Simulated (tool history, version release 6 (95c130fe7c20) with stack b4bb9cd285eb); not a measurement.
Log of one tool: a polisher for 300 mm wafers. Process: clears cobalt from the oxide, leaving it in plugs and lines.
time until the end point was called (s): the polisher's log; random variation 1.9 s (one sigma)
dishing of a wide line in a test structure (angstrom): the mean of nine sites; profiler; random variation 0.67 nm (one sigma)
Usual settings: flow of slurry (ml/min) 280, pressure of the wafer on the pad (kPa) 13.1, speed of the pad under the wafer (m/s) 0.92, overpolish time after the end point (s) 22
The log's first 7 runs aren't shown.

| run | hour | flow of slurry (ml/min) | pressure of the wafer on the pad (kPa) | speed of the pad under the wafer (m/s) | overpolish time after the end point (s) | wafers since the last listed run | wafers polished on this pad | hours since the slurry nozzle was cleaned | hours since the head pressure was calibrated | incoming thickness of the incoming film, nm | time until the end point was called (s) | dishing of a wide line in a test structure (angstrom) |
|---|---|---|---|---|---|---|---|---|---|---|---|---|
| 8 | 633.0 | 280 | 13.1 | 0.92 | 22 | 854 | 1583 | 117.3 | 780.3 | 396.1 | 114.1 | 445 |
| 9 | 679.9 | 280 | 13.1 | 0.92 | 22 | 576 | 2159 | 164.2 | 827.2 | 390.2 | 111.4 | 457 |
|  | 724.9 | head pressure recalibrated |
| 10 | 739.9 | 280 | 13.1 | 0.92 | 22 | 712 | 2872 | 224.2 | 15.0 | 393.8 | 110.7 | 437 |
| 11 | 793.5 | 280 | 13.1 | 0.92 | 22 | 658 | 3531 | 277.8 | 68.6 | 384.8 | 108.9 | 456 |
| 12 | 869.3 | 280 | 13.1 | 0.92 | 22 | 931 | 4463 | 353.6 | 144.4 | 396.0 | 112.5 | 439 |
| 13 | 951.3 | 280 | 13.1 | 0.92 | 22 | 1007 | 5470 | 435.6 | 226.4 | 391.1 | 113.8 | 457 |
| 14 | 1036.8 | 280 | 13.1 | 0.92 | 22 | 1050 | 6521 | 521.1 | 311.9 | 389.0 | 108.3 | 444 |
| 15 | 1097.5 | 280 | 13.1 | 0.92 | 22 | 746 | 7267 | 581.8 | 372.6 | 392.6 | 111.7 | 441 |
|  | 1132.4 | worn pad replaced by a new one |
| 16 | 1137.3 | 225 | 14.5 | 1.12 | 25 | 439 | 60 | 621.6 | 412.4 | 387.6 | 84.0 | 502 |
|  | 1187.6 | slurry nozzle cleaned |
| 17 | 1227.5 | 365 | 13.1 | 0.92 | 33 | 1096 | 1156 | 39.9 | 502.6 | 393.7 | 111.8 | 514 |
| 18 | 1290.4 | 280 | 13.1 | 0.92 | 12 | 773 | 1929 | 102.8 | 565.5 | 386.5 | 111.9 | 331 |
| 19 | 1372.3 | 280 | 11.7 | 0.82 | 22 | 1006 | 2936 | 184.7 | 647.4 | 385.7 | 140.2 | 402 |

Forecast run 20:
| 20 | 1472.4 | 280 | 13.1 | 0.92 | 22 | 1230 | 4166 | 284.8 | 747.5 | 386.9 | ? | ? |

Run 20 gave time until the end point was called (s) 112.5, dishing of a wide line in a test structure (angstrom) 457.
Without the tool's hidden state the same run would have given time until the end point was called (s) 112.5, dishing of a wide line in a test structure (angstrom) 457.
